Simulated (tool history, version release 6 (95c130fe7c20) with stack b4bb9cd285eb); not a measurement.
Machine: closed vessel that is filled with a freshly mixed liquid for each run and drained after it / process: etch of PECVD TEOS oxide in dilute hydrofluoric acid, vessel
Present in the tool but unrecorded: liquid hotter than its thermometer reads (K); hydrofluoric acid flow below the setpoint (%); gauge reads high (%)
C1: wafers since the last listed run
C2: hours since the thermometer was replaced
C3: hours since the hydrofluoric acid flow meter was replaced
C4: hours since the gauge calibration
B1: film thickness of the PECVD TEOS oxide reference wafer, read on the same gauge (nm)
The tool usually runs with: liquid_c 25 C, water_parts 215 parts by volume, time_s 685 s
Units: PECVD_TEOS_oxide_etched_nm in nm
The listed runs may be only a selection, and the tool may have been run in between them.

Run 1, hour 0: usual settings; C1 0; C2 1225; C3 1035.5; C4 603.6; B1 80.02. Result: PECVD_TEOS_oxide_etched_nm 25.3 nm.
Run 2, hour 29.1: usual settings; C1 1789; C2 1254.1; C3 1064.6; C4 632.7; B1 80.01. Result: PECVD_TEOS_oxide_etched_nm 24.91 nm.
Run 3, hour 63.5: usual settings; C1 2115; C2 1288.5; C3 1099; C4 667.1; B1 79.99. Result: PECVD_TEOS_oxide_etched_nm 25.11 nm.
Run 4, hour 86.3: usual settings; C1 1402; C2 1311.3; C3 1121.8; C4 689.9; B1 79.97. Result: PECVD_TEOS_oxide_etched_nm 25.3 nm.
Run 5, hour 114.8: usual settings; C1 1752; C2 1339.8; C3 1150.3; C4 718.4; B1 80.03. Result: PECVD_TEOS_oxide_etched_nm 25.24 nm.
Run 6, hour 147.8: usual settings; C1 2029; C2 1372.8; C3 1183.3; C4 751.4; B1 79.99. Result: PECVD_TEOS_oxide_etched_nm 25.3 nm.
Run 7, hour 215.2: usual settings; C1 4144; C2 1440.2; C3 1250.7; C4 818.8; B1 80. Result: PECVD_TEOS_oxide_etched_nm 25.68 nm.
Run 8, hour 295.5: usual settings; C1 4938; C2 1520.5; C3 1331; C4 899.1; B1 79.99. Result: PECVD_TEOS_oxide_etched_nm 25.53 nm.
Run 9, hour 320.5: usual settings; C1 1537; C2 1545.5; C3 1356; C4 924.1; B1 80.02. Result: PECVD_TEOS_oxide_etched_nm 25.36 nm.
At hour 348.8: thermometer replaced.
Run 10, hour 350.4: usual settings; C1 1777; C2 1.6; C3 1385.9; C4 954; B1 80. Result: PECVD_TEOS_oxide_etched_nm 23.45 nm.
Run 11, hour 366.9: usual settings; C1 1014; C2 18.1; C3 1402.4; C4 970.5; B1 80.01. Result: PECVD_TEOS_oxide_etched_nm 23.63 nm.
At hour 378: hydrofluoric acid flow meter replaced.
Run 12, hour 392.1: usual settings; C1 1488; C2 43.3; C3 14.1; C4 995.7; B1 79.99. Result: PECVD_TEOS_oxide_etched_nm 23.69 nm.
Run 13, hour 424.6: usual settings but liquid_c 29.5 C, water_parts 275 parts by volume, time_s 1020 s; C1 1998; C2 75.8; C3 46.6; C4 1028.2; B1 79.99. Result: PECVD_TEOS_oxide_etched_nm 30.41 nm.
Run 14, hour 444.3: usual settings but time_s 855 s; C1 1211; C2 95.5; C3 66.3; C4 1047.9; B1 80. Result: PECVD_TEOS_oxide_etched_nm 29.61 nm.
Run 15, hour 475.7: usual settings but liquid_c 29 C, water_parts 155 parts by volume, time_s 975 s; C1 1931; C2 126.9; C3 97.7; C4 1079.3; B1 80.05. Result: PECVD_TEOS_oxide_etched_nm 58.08 nm.
Run 16, hour 501.3: usual settings but water_parts 260 parts by volume; C1 1574; C2 152.5; C3 123.3; C4 1104.9; B1 80. Result: PECVD_TEOS_oxide_etched_nm 18.83 nm.
Run 17, hour 513.3: usual settings but water_parts 325 parts by volume, time_s 525 s; C1 737; C2 164.5; C3 135.3; C4 1116.9; B1 80.02. Result: PECVD_TEOS_oxide_etched_nm 10.72 nm.
At hour 521.4: gauge calibrated.
Run 18, hour 529.8: usual settings; C1 1014; C2 181; C3 151.8; C4 8.4; B1 79.99. Result: PECVD_TEOS_oxide_etched_nm 24.07 nm.
Run 19, hour 547.6: usual settings but water_parts 125 parts by volume; C1 1094; C2 198.8; C3 169.6; C4 26.2; B1 80.01. Result: PECVD_TEOS_oxide_etched_nm 45.71 nm.
Run 20, hour 565.4: usual settings but liquid_c 28.5 C, time_s 980 s; C1 1094; C2 216.6; C3 187.4; C4 44; B1 79.97. Result: PECVD_TEOS_oxide_etched_nm 39.29 nm.
Run 21, hour 590.8: usual settings but water_parts 250 parts by volume, time_s 470 s; C1 1562; C2 242; C3 212.8; C4 69.4; B1 79.99. Result: PECVD_TEOS_oxide_etched_nm 13.58 nm.
Run 22, hour 626.3: usual settings but liquid_c 20 C, time_s 990 s; C1 2183; C2 277.5; C3 248.3; C4 104.9; B1 80. Result: PECVD_TEOS_oxide_etched_nm 29.1 nm.
Run 23, hour 662: usual settings but liquid_c 20.5 C, water_parts 120 parts by volume, time_s 285 s; C1 2195; C2 313.2; C3 284; C4 140.6; B1 80. Result: PECVD_TEOS_oxide_etched_nm 16.65 nm.
Run 24, hour 684.6: usual settings but water_parts 250 parts by volume, time_s 520 s; C1 1389; C2 335.8; C3 306.6; C4 163.2; B1 80. Result: PECVD_TEOS_oxide_etched_nm 15.11 nm.
Run 25, hour 708.2: usual settings; C1 1451; C2 359.4; C3 330.2; C4 186.8; B1 80.02. Result: PECVD_TEOS_oxide_etched_nm 24.11 nm.
Run 26, hour 724.4: usual settings but liquid_c 29 C, time_s 915 s; C1 996; C2 375.6; C3 346.4; C4 203; B1 80.01. Result: PECVD_TEOS_oxide_etched_nm 37.21 nm.
Run 27, hour 747.4: usual settings but liquid_c 21.5 C; C1 1414; C2 398.6; C3 369.4; C4 226; B1 80.02. Result: PECVD_TEOS_oxide_etched_nm 21.25 nm.
Run 28, hour 779: usual settings; C1 1943; C2 430.2; C3 401; C4 257.6; B1 79.98. Result: PECVD_TEOS_oxide_etched_nm 24.06 nm.
Run 29, hour 844.3: usual settings; C1 4015; C2 495.5; C3 466.3; C4 322.9; B1 80.01. Result: PECVD_TEOS_oxide_etched_nm 24.35 nm.
Run 30, hour 901: usual settings; C1 3486; C2 552.2; C3 523; C4 379.6; B1 80. Result: PECVD_TEOS_oxide_etched_nm 24.49 nm.
Run 31, hour 928: usual settings but liquid_c 20 C, water_parts 275 parts by volume; C1 1660; C2 579.2; C3 550; C4 406.6; B1 80.02. Result: PECVD_TEOS_oxide_etched_nm 14.91 nm.
Run 32, hour 959.8: usual settings but liquid_c 27.5 C, water_parts 155 parts by volume, time_s 575 s; C1 1955; C2 611; C3 581.8; C4 438.4; B1 80. Result: PECVD_TEOS_oxide_etched_nm 33.68 nm.
Run 33, hour 975.8: usual settings but water_parts 260 parts by volume, time_s 795 s; C1 983; C2 627; C3 597.8; C4 454.4; B1 80.02. Result: PECVD_TEOS_oxide_etched_nm 22.38 nm.

Alternative continuations, all from the tool just after run 33; predict every row:
Run A, hour 976.6: usual settings; C1 49; C2 627.8; C3 598.6; C4 455.2; B1 ?. Result: PECVD_TEOS_oxide_etched_nm ?.
Run B, hour 976.6: usual settings but liquid_c 27.5 C, time_s 480 s; C1 49; C2 627.8; C3 598.6; C4 455.2; B1 ?. Result: PECVD_TEOS_oxide_etched_nm ?.
Run C, hour 976.6: usual settings but liquid_c 28.5 C, water_parts 305 parts by volume, time_s 850 s; C1 49; C2 627.8; C3 598.6; C4 455.2; B1 ?. Result: PECVD_TEOS_oxide_etched_nm ?.
Run D, hour 976.6: usual settings but time_s 880 s; C1 49; C2 627.8; C3 598.6; C4 455.2; B1 ?. Result: PECVD_TEOS_oxide_etched_nm ?.

run     B1  PECVD_TEOS_oxide_etched_nm
  A  79.98                        24.7
  B  79.98                        18.9
  C  79.98                       22.05
  D  79.98                       31.73
The same runs, with their run-to-run variation unchanged, on a tool lacking any hidden condition would have given:
run  PECVD_TEOS_oxide_etched_nm
  A                       23.82
  B                       18.25
  C                       21.34
  D                        30.6

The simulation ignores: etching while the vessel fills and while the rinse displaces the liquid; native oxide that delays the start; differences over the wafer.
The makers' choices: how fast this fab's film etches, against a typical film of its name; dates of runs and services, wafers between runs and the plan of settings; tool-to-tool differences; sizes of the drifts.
